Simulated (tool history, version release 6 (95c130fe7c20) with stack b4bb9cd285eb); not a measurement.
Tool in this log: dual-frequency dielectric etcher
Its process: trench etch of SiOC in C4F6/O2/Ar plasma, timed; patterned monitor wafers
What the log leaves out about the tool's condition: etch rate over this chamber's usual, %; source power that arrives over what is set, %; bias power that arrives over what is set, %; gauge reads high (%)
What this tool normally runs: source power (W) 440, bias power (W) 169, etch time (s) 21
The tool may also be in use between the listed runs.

run	hour	source power (W)	bias power (W)	etch time (s)	wafers since the last listed run	hours since the last wet clean	hours since the last source power generator calibration	hours since the last bias power generator calibration	hours since the last upper electrode change	hours since the gauge calibration	read-back reference wafer on the same gauge, depth_nm	mean etch depth across the wafer (angstrom)
1	0	440	169	21	0	150.3	1057	1086.4	4464.3	1089.3	55.36	472.7
2	39.8	440	169	21	555	190.1	1096.8	1126.2	4504.1	1129.1	55.34	475.9
3	83.3	440	169	21	607	233.6	1140.3	1169.7	4547.6	1172.6	55.31	472.7
4	144.7	440	140	21	857	295	1201.7	1231.1	4609	1234	55.3	456.2
5	204.1	440	140	21	829	354.4	1261.1	1290.5	4668.4	1293.4	55.28	457.2
# hour 237.7: wet clean of the chamber
6	266.4	440	140	21	534	28.7	1323.4	1352.8	4730.7	1355.7	55.32	457.6
7	337.9	490	169	21	998	100.2	1394.9	1424.3	4802.2	1427.2	55.26	494.8
8	381.8	490	169	21	612	144.1	1438.8	1468.2	4846.1	1471.1	55.34	492.6
9	421.6	440	169	24	555	183.9	1478.6	1508	4885.9	1510.9	55.26	543.6
# hour 508: upper electrode replaced
10	508.5	440	199	21	878	270.8	1565.5	1594.9	0.5	1597.8	55.3	490.9
11	530.2	510	169	21	302	292.5	1587.2	1616.6	22.2	1619.5	55.3	498.9
12	560.7	440	154	26.5	425	323	1617.7	1647.1	52.7	1650	55.3	586.6
13	606.7	440	142	21	642	369	1663.7	1693.1	98.7	1696	55.3	462.3
# hour 634.7: wet clean of the chamber
14	643	360	205	25.5	171	8.3	1700	1729.4	135	1732.3	55.28	563
15	683.6	440	169	26.5	566	48.9	1740.6	1770	175.6	1772.9	55.28	601.3
# hour 687.7: source power generator calibrated
16	715.3	390	137	21	386	80.6	27.6	1801.7	207.3	1804.6	55.26	437.7
17	765.2	370	169	21	696	130.5	77.5	1851.6	257.2	1854.5	55.32	448.5
18	917.3	370	169	18	2123	282.6	229.6	2003.7	409.3	2006.6	55.29	385.9
19	946.9	350	169	21	413	312.2	259.2	2033.3	438.9	2036.2	55.31	438.6
20	992.9	490	130	19	642	358.2	305.2	2079.3	484.9	2082.2	55.27	426.5
# hour 1014.2: gauge calibrated
# hour 1043.9: wet clean of the chamber
21	1058.3	360	201	21	578	14.4	370.6	2144.7	550.3	44.1	55.27	463
# hour 1095.7: bias power generator calibrated
22	1126.8	380	201	15.5	900	82.9	439.1	31.1	618.8	112.6	55.27	344.9
23	1166.8	530	169	23	558	122.9	479.1	71.1	658.8	152.6	55.3	553.2
24	1270.4	440	169	21	1446	226.5	582.7	174.7	762.4	256.2	55.29	471.4
25	1326.2	440	169	21	779	282.3	638.5	230.5	818.2	312	55.32	472.5
# hour 1469.5: wet clean of the chamber
26	1509.2	440	149	14.5	2220	39.7	821.5	413.5	1001.2	495	55.3	317.5
27	1549.3	440	169	18	559	79.8	861.6	453.6	1041.3	535.1	55.34	405
28	1589	440	133	17.5	554	119.5	901.3	493.3	1081	574.8	55.25	375.3
29	1649	440	145	21	837	179.5	961.3	553.3	1141	634.8	55.31	458.5
30	1706.6	440	169	21	804	237.1	1018.9	610.9	1198.6	692.4	55.3	471.4
31	1733.3	440	169	21	372	263.8	1045.6	637.6	1225.3	719.1	55.32	472

A few steps of mean etch depth across the wafer (angstrom) between consecutive runs. Split each: what settings, incoming material and random variation would produce without the hidden state, and what is left over for the hidden state, along with gauge scatter present in only one of the two compared results (measured, and without hidden state):
Run 13 -> 14: source power (W) 440 -> 360, bias power (W) 142 -> 205, etch time (s) 21 -> 25.5, wet clean of the chamber. mean etch depth across the wafer (angstrom) +100.7: hidden state +1.1, all else +99.6.
Run 15 -> 16: source power (W) 440 -> 390, bias power (W) 169 -> 137, etch time (s) 26.5 -> 21, source power generator calibrated. mean etch depth across the wafer (angstrom) -163.6: hidden state -1.3, all else -162.3.
Run 21 -> 22: source power (W) 360 -> 380, etch time (s) 21 -> 15.5, bias power generator calibrated. mean etch depth across the wafer (angstrom) -118.1: hidden state -4.7, all else -113.4.
Run 22 -> 23: source power (W) 380 -> 530, bias power (W) 201 -> 169, etch time (s) 15.5 -> 23. mean etch depth across the wafer (angstrom) +208.3: hidden state +0, all else +208.3.
Run 25 -> 26: bias power (W) 169 -> 149, etch time (s) 21 -> 14.5, wet clean of the chamber. mean etch depth across the wafer (angstrom) -155: hidden state +0.2, all else -155.2.
